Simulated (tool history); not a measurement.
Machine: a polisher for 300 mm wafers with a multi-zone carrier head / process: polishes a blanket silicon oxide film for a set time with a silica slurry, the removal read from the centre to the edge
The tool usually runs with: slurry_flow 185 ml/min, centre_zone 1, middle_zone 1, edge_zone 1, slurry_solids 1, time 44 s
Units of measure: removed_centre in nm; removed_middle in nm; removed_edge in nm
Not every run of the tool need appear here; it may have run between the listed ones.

run	day	slurry_flow	centre_zone	middle_zone	edge_zone	slurry_solids	time	incoming thickness of the incoming film, nm	removed_centre	removed_middle	removed_edge
1	0	240	1	1	1.04	1	54	1191.8	195.3	201.5	202
2	3.488	130	1	0.92	1	1.25	44	1221.9	153.9	150.2	162
3	4.025	185	0.93	0.88	1	1	44	1199.9	139.4	144.8	152.6
4	5.504	185	0.9	0.96	1	1	44	1205.5	132.4	150.7	149.5
5	6.021	185	1	1	1	1	44	1187.4	146.5	152.5	154
6	6.942	185	1	1	1	1	44	1216.8	147.8	151.5	152.4
7	7.929	250	1	1	0.93	1	44	1195.7	151.5	155.2	151.7
8	8.479	185	1	1	1	1	44	1227.5	146.3	150.4	155.2
# day 8.692: worn pad replaced by a new one
# day 8.829: edge zone pressure recalibrated
9	9.783	185	1.03	1	1.06	1	30	1211.7	107.3	108.5	108.2
# day 10.788: slurry nozzle cleaned
10	10.971	185	1	1.09	0.96	0.85	59	1204.6	191.7	211.2	197.8
# day 11.092: centre zone pressure recalibrated
11	12.283	130	1	1.11	1	1.15	44	1202.6	151.2	161.2	158.2
12	13.596	185	1	1	1	1	44	1227.1	150.9	154.3	156.9
13	15.046	185	1	0.9	1.09	1	44	1187.9	149.6	144.5	157.5
14	16.308	160	0.92	0.91	0.95	1	44	1198.8	136	141	148.3
15	16.896	185	1	1	1	1	44	1216.9	150.2	151.1	151.5
16	18.242	240	1	1	1.04	1	54	1233.4	188.9	191.4	190.3
# day 19.067: worn pad replaced by a new one
17	19.088	220	1	1	1	1	50	1216.3	181	185.5	181.9

Estimate the outcome of run 18 from the log above:
18	21.204	185	1	1	1	1	44	1194.2	?	?	?

removed_centre: 155 nm
removed_middle: 153.7 nm
removed_edge: 155.1 nm
On a tool with no hidden condition, and with the same random variation, this run would have come out at removed_centre 160.8 nm, removed_middle 159.5 nm, removed_edge 161 nm.
